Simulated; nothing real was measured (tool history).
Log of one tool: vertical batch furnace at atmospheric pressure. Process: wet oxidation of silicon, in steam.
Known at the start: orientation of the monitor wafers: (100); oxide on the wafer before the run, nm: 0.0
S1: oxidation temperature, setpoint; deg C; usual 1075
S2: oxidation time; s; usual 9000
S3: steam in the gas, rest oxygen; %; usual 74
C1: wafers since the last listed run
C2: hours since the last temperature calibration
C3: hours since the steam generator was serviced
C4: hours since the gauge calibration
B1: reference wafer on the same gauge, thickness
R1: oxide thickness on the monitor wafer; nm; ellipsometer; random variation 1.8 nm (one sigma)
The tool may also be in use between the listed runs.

run 1 hour=0 | S1=1075 S2=6990 S3=67 | C1=0 C2=1688.4 C3=2860.3 C4=875.1 | B1=896.33 | R1=654.19
run 2 hour=41 | S1=1075 S2=6990 S3=67 | C1=366 C2=1729.4 C3=2901.3 C4=916.1 | B1=895.91 | R1=652.99
run 3 hour=143.5 | S1=1075 S2=9000 S3=74 | C1=916 C2=1831.9 C3=3003.8 C4=1018.6 | B1=895.75 | R1=796.18
run 4 hour=198.2 | S1=1075 S2=9000 S3=74 | C1=489 C2=1886.6 C3=3058.5 C4=1073.3 | B1=895.96 | R1=794.51
run 5 hour=249.4 | S1=1075 S2=9000 S3=74 | C1=457 C2=1937.8 C3=3109.7 C4=1124.5 | B1=895.96 | R1=796.64
run 6 hour=313.3 | S1=1082 S2=9000 S3=74 | C1=571 C2=2001.7 C3=3173.6 C4=1188.4 | B1=896.4 | R1=817.53
run 7 hour=355.1 | S1=1075 S2=8040 S3=74 | C1=373 C2=2043.5 C3=3215.4 C4=1230.2 | B1=896.03 | R1=748.12
run 8 hour=458.8 | S1=1075 S2=9000 S3=74 | C1=927 C2=2147.2 C3=3319.1 C4=1333.9 | B1=895.84 | R1=797.86
run 9 hour=507.2 | S1=1075 S2=9000 S3=74 | C1=432 C2=2195.6 C3=3367.5 C4=1382.3 | B1=895.99 | R1=793.32
-- hour=516.9 gauge calibrated
-- hour=613.2 steam generator serviced
run 10 hour=613.7 | S1=1075 S2=9000 S3=74 | C1=737 C2=2302.1 C3=0.5 C4=96.8 | B1=896.14 | R1=832.92
-- hour=670 thermocouples replaced and temperature profile calibrated
run 11 hour=696.7 | S1=1067 S2=9000 S3=65 | C1=527 C2=26.7 C3=83.5 C4=179.8 | B1=896.13 | R1=733.04
run 12 hour=797.8 | S1=1098 S2=12060 S3=74 | C1=903 C2=127.8 C3=184.6 C4=280.9 | B1=895.99 | R1=1035.25
run 13 hour=863.1 | S1=1075 S2=5490 S3=74 | C1=583 C2=193.1 C3=249.9 C4=346.2 | B1=896.26 | R1=615.11
run 14 hour=964.9 | S1=1075 S2=11760 S3=74 | C1=910 C2=294.9 C3=351.7 C4=448 | B1=895.96 | R1=939.76
run 15 hour=1032.2 | S1=1093 S2=11670 S3=74 | C1=601 C2=362.2 C3=419 C4=515.3 | B1=896.05 | R1=997.53
run 16 hour=1074.4 | S1=1075 S2=9000 S3=74 | C1=377 C2=404.4 C3=461.2 C4=557.5 | B1=896.19 | R1=812.11
run 17 hour=1141.9 | S1=1052 S2=9000 S3=74 | C1=603 C2=471.9 C3=528.7 C4=625 | B1=895.89 | R1=737.65
run 18 hour=1223.3 | S1=1075 S2=9000 S3=74 | C1=727 C2=553.3 C3=610.1 C4=706.4 | B1=896.13 | R1=811.76

Forecast each of these 5 alternatives for the next run:
run A hour=1229 | S1=1075 S2=9000 S3=74 | C1=50 C2=559 C3=615.8 C4=712.1 | B1=? | R1=?
run B hour=1229 | S1=1075 S2=11760 S3=71 | C1=50 C2=559 C3=615.8 C4=712.1 | B1=? | R1=?
run C hour=1229 | S1=1075 S2=7380 S3=86 | C1=50 C2=559 C3=615.8 C4=712.1 | B1=? | R1=?
run D hour=1229 | S1=1061 S2=6750 S3=74 | C1=50 C2=559 C3=615.8 C4=712.1 | B1=? | R1=?
run E hour=1229 | S1=1067 S2=9000 S3=63 | C1=50 C2=559 C3=615.8 C4=712.1 | B1=? | R1=?

run=A B1=896.09 R1=814.42
run=B B1=896.09 R1=922.87
run=C B1=896.09 R1=792.87
run=D B1=896.09 R1=652.61
run=E B1=896.09 R1=720.29
Without the tool's hidden state the same runs would have given:
run=A R1=819.64
run=B R1=928.84
run=C R1=797.94
run=D R1=656.6
run=E R1=724.79
